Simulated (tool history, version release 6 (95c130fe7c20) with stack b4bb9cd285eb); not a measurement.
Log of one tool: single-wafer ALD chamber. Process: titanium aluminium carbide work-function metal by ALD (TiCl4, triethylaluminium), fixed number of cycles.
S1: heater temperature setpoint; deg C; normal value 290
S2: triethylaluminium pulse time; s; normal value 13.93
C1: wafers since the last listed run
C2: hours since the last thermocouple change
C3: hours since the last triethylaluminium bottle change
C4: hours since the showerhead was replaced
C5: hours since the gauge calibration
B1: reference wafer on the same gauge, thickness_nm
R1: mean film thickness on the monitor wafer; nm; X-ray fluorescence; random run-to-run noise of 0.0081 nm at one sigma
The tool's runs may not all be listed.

{"run": 1, "day": 0.0, "S1": 290, "S2": 13.93, "C1": 0, "C2": 458.4, "C3": 177.3, "C4": 8418.5, "C5": 584.6, "B1": 1.69, "R1": 1.928}
{"run": 2, "day": 2.15, "S1": 290, "S2": 13.93, "C1": 585, "C2": 510.0, "C3": 228.9, "C4": 8470.1, "C5": 636.2, "B1": 1.69, "R1": 1.914}
{"run": 3, "day": 4.212, "S1": 290, "S2": 13.93, "C1": 561, "C2": 559.5, "C3": 278.4, "C4": 8519.6, "C5": 685.7, "B1": 1.69, "R1": 1.925}
{"run": 4, "day": 7.162, "S1": 290, "S2": 13.93, "C1": 803, "C2": 630.3, "C3": 349.2, "C4": 8590.4, "C5": 756.5, "B1": 1.691, "R1": 1.924}
{"run": 5, "day": 9.017, "S1": 290, "S2": 13.93, "C1": 505, "C2": 674.8, "C3": 393.7, "C4": 8634.9, "C5": 801.0, "B1": 1.687, "R1": 1.921}
{"run": 6, "day": 11.45, "S1": 290, "S2": 13.93, "C1": 662, "C2": 733.2, "C3": 452.1, "C4": 8693.3, "C5": 859.4, "B1": 1.69, "R1": 1.908}
{"run": 7, "day": 13.446, "S1": 290, "S2": 13.93, "C1": 543, "C2": 781.1, "C3": 500.0, "C4": 8741.2, "C5": 907.3, "B1": 1.689, "R1": 1.92}
{"run": 8, "day": 20.638, "S1": 290, "S2": 13.93, "C1": 1959, "C2": 953.7, "C3": 672.6, "C4": 8913.8, "C5": 1079.9, "B1": 1.69, "R1": 1.902}
{"run": 9, "day": 21.796, "S1": 290, "S2": 12.51, "C1": 315, "C2": 981.5, "C3": 700.4, "C4": 8941.6, "C5": 1107.7, "B1": 1.693, "R1": 1.903}
{"day": 22.346, "done": "showerhead replaced"}
{"day": 24.033, "done": "gauge calibrated"}
{"run": 10, "day": 24.296, "S1": 290, "S2": 12.51, "C1": 590, "C2": 1041.5, "C3": 760.4, "C4": 46.8, "C5": 6.3, "B1": 1.689, "R1": 1.896}
{"run": 11, "day": 25.696, "S1": 290, "S2": 12.51, "C1": 381, "C2": 1075.1, "C3": 794.0, "C4": 80.4, "C5": 39.9, "B1": 1.689, "R1": 1.894}
{"run": 12, "day": 26.808, "S1": 290, "S2": 16.32, "C1": 303, "C2": 1101.8, "C3": 820.7, "C4": 107.1, "C5": 66.6, "B1": 1.688, "R1": 1.905}
{"run": 13, "day": 29.383, "S1": 290, "S2": 16.32, "C1": 701, "C2": 1163.6, "C3": 882.5, "C4": 168.9, "C5": 128.4, "B1": 1.692, "R1": 1.903}
{"run": 14, "day": 31.392, "S1": 290, "S2": 13.93, "C1": 547, "C2": 1211.8, "C3": 930.7, "C4": 217.1, "C5": 176.6, "B1": 1.688, "R1": 1.895}
{"run": 15, "day": 33.104, "S1": 290, "S2": 16.6, "C1": 466, "C2": 1252.9, "C3": 971.8, "C4": 258.2, "C5": 217.7, "B1": 1.69, "R1": 1.882}
{"run": 16, "day": 34.546, "S1": 294, "S2": 9.39, "C1": 392, "C2": 1287.5, "C3": 1006.4, "C4": 292.8, "C5": 252.3, "B1": 1.688, "R1": 1.87}
{"run": 17, "day": 37.317, "S1": 290, "S2": 9.45, "C1": 754, "C2": 1354.0, "C3": 1072.9, "C4": 359.3, "C5": 318.8, "B1": 1.688, "R1": 1.833}
{"run": 18, "day": 38.392, "S1": 290, "S2": 10.83, "C1": 292, "C2": 1379.8, "C3": 1098.7, "C4": 385.1, "C5": 344.6, "B1": 1.69, "R1": 1.852}
{"day": 40.308, "done": "thermocouple changed; heater temperature recalibrated"}
{"run": 19, "day": 40.729, "S1": 290, "S2": 13.93, "C1": 545, "C2": 10.1, "C3": 1154.8, "C4": 441.2, "C5": 400.7, "B1": 1.69, "R1": 1.954}
{"run": 20, "day": 42.975, "S1": 298, "S2": 13.93, "C1": 611, "C2": 64.0, "C3": 1208.7, "C4": 495.1, "C5": 454.6, "B1": 1.687, "R1": 2.005}
{"run": 21, "day": 45.796, "S1": 283, "S2": 8.76, "C1": 768, "C2": 131.7, "C3": 1276.4, "C4": 562.8, "C5": 522.3, "B1": 1.693, "R1": 1.817}
{"run": 22, "day": 48.138, "S1": 290, "S2": 13.93, "C1": 637, "C2": 187.9, "C3": 1332.6, "C4": 619.0, "C5": 578.5, "B1": 1.693, "R1": 1.944}
{"day": 49.812, "done": "triethylaluminium bottle replaced"}
{"run": 23, "day": 50.079, "S1": 304, "S2": 8.8, "C1": 438, "C2": 234.5, "C3": 6.4, "C4": 665.6, "C5": 625.1, "B1": 1.69, "R1": 1.995}
{"run": 24, "day": 51.671, "S1": 280, "S2": 10.85, "C1": 433, "C2": 272.7, "C3": 44.6, "C4": 703.8, "C5": 663.3, "B1": 1.692, "R1": 1.824}
{"run": 25, "day": 54.346, "S1": 290, "S2": 13.93, "C1": 728, "C2": 336.9, "C3": 108.8, "C4": 768.0, "C5": 727.5, "B1": 1.69, "R1": 1.952}
{"run": 26, "day": 63.183, "S1": 302, "S2": 18.79, "C1": 2407, "C2": 549.0, "C3": 320.9, "C4": 980.1, "C5": 939.6, "B1": 1.692, "R1": 2.063}
{"run": 27, "day": 64.954, "S1": 296, "S2": 13.93, "C1": 482, "C2": 591.5, "C3": 363.4, "C4": 1022.6, "C5": 982.1, "B1": 1.689, "R1": 1.986}
{"run": 28, "day": 66.492, "S1": 281, "S2": 16.12, "C1": 418, "C2": 628.4, "C3": 400.3, "C4": 1059.5, "C5": 1019.0, "B1": 1.69, "R1": 1.871}
{"run": 29, "day": 68.221, "S1": 276, "S2": 11.37, "C1": 471, "C2": 669.9, "C3": 441.8, "C4": 1101.0, "C5": 1060.5, "B1": 1.691, "R1": 1.794}
{"day": 68.592, "done": "gauge calibrated"}
{"run": 30, "day": 70.221, "S1": 280, "S2": 11.22, "C1": 544, "C2": 717.9, "C3": 489.8, "C4": 1149.0, "C5": 39.1, "B1": 1.687, "R1": 1.802}
{"run": 31, "day": 71.733, "S1": 301, "S2": 18.34, "C1": 412, "C2": 754.2, "C3": 526.1, "C4": 1185.3, "C5": 75.4, "B1": 1.688, "R1": 2.051}
{"run": 32, "day": 72.925, "S1": 290, "S2": 13.93, "C1": 324, "C2": 782.8, "C3": 554.7, "C4": 1213.9, "C5": 104.0, "B1": 1.689, "R1": 1.925}
{"run": 33, "day": 73.996, "S1": 290, "S2": 13.93, "C1": 291, "C2": 808.5, "C3": 580.4, "C4": 1239.6, "C5": 129.7, "B1": 1.692, "R1": 1.919}

4 ways to go on from here, each from the tool as it stands after run 33. What would each give?
{"run": "A", "day": 74.012, "S1": 290, "S2": 10.71, "C1": 4, "C2": 808.9, "C3": 580.8, "C4": 1240.0, "C5": 130.1, "B1": "?", "R1": "?"}
{"run": "B", "day": 74.012, "S1": 301, "S2": 17.55, "C1": 4, "C2": 808.9, "C3": 580.8, "C4": 1240.0, "C5": 130.1, "B1": "?", "R1": "?"}
{"run": "C", "day": 74.012, "S1": 280, "S2": 8.8, "C1": 4, "C2": 808.9, "C3": 580.8, "C4": 1240.0, "C5": 130.1, "B1": "?", "R1": "?"}
{"run": "D", "day": 74.012, "S1": 300, "S2": 19.36, "C1": 4, "C2": 808.9, "C3": 580.8, "C4": 1240.0, "C5": 130.1, "B1": "?", "R1": "?"}

run=A B1=1.689 R1=1.904
run=B B1=1.689 R1=2.043
run=C B1=1.689 R1=1.780
run=D B1=1.689 R1=2.036
Stripped of hidden state, with their random variation kept, the same runs would have yielded:
run=A R1=1.922
run=B R1=2.062
run=C R1=1.797
run=D R1=2.055
